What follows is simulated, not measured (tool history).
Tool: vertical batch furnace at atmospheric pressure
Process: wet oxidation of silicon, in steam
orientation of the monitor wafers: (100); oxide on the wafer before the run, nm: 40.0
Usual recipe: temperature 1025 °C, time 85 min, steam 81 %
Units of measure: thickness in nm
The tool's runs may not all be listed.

run    hour  temperature   time  steam  read-back reference wafer on the same gauge, thickness  thickness
  1       0         1025     67     81                                                  458.88     449.52
  2      86         1025     85     73                                                  458.69     487.32
  3   286.4         1025     85     73                                                  458.86      485.5
  4   353.2         1025     85     78                                                  459.08     505.89
  5   394.9         1025     85     78                                                  458.84     506.03
  6   452.4         1025     85     81                                                  459.15     519.06
  7   501.8         1025     85     81                                                   459.2     519.12
  8   567.5         1025     85     81                                                  459.06     516.34
      618.9  -- gauge calibrated
  9   632.7         1025     85     81                                                  458.85     516.27
 10   692.2         1025     85     81                                                     459     515.84
 11   868.6         1025     85     81                                                  458.85     514.72
 12   919.4         1001    101     81                                                  459.18     497.71
      958.3  -- steam generator serviced
 13   978.3         1025     85     90                                                  459.15      566.1
     1026.5  -- thermocouples replaced and temperature profile calibrated
 14    1027         1018   73.5     70                                                  458.91      427.3
 15  1053.9         1048     85     81                                                  459.03     598.43
 16  1118.2         1025     85     81                                                  458.98     532.79
 17  1163.6         1025     85     81                                                  459.04     533.51
 18  1227.9         1013    116     78                                                  459.04     585.21
 19  1263.9         1025  109.5     81                                                  459.29     618.67
 20  1293.1         1025     85     73                                                  458.68      499.1
 21  1323.3         1025     85     81                                                  459.11     531.07
 22  1380.9         1010     85     81                                                  459.08     485.66
 23  1442.6         1025     85     81                                                  458.84     530.02

Branching from run 23: 5 alternative next runs. What would each branch give?
  A  1448.8         1003    85     81                                                       ?          ?
  B  1448.8         1044    85     89                                                       ?          ?
  C  1448.8         1013   123     75                                                       ?          ?
  D  1448.8         1025    85     92                                                       ?          ?
  E  1448.8         1025  71.5     93                                                       ?          ?

run  read-back reference wafer on the same gauge, thickness  thickness
  A                                                  458.96     466.02
  B                                                  458.96     618.45
  C                                                  458.96     592.91
  D                                                  458.96     572.75
  E                                                  458.96     519.21
The same runs, with their run-to-run variation unchanged, on a tool lacking any hidden condition would have given:
run  thickness
  A     468.47
  B     621.47
  C     595.92
  D     575.63
  E     521.84

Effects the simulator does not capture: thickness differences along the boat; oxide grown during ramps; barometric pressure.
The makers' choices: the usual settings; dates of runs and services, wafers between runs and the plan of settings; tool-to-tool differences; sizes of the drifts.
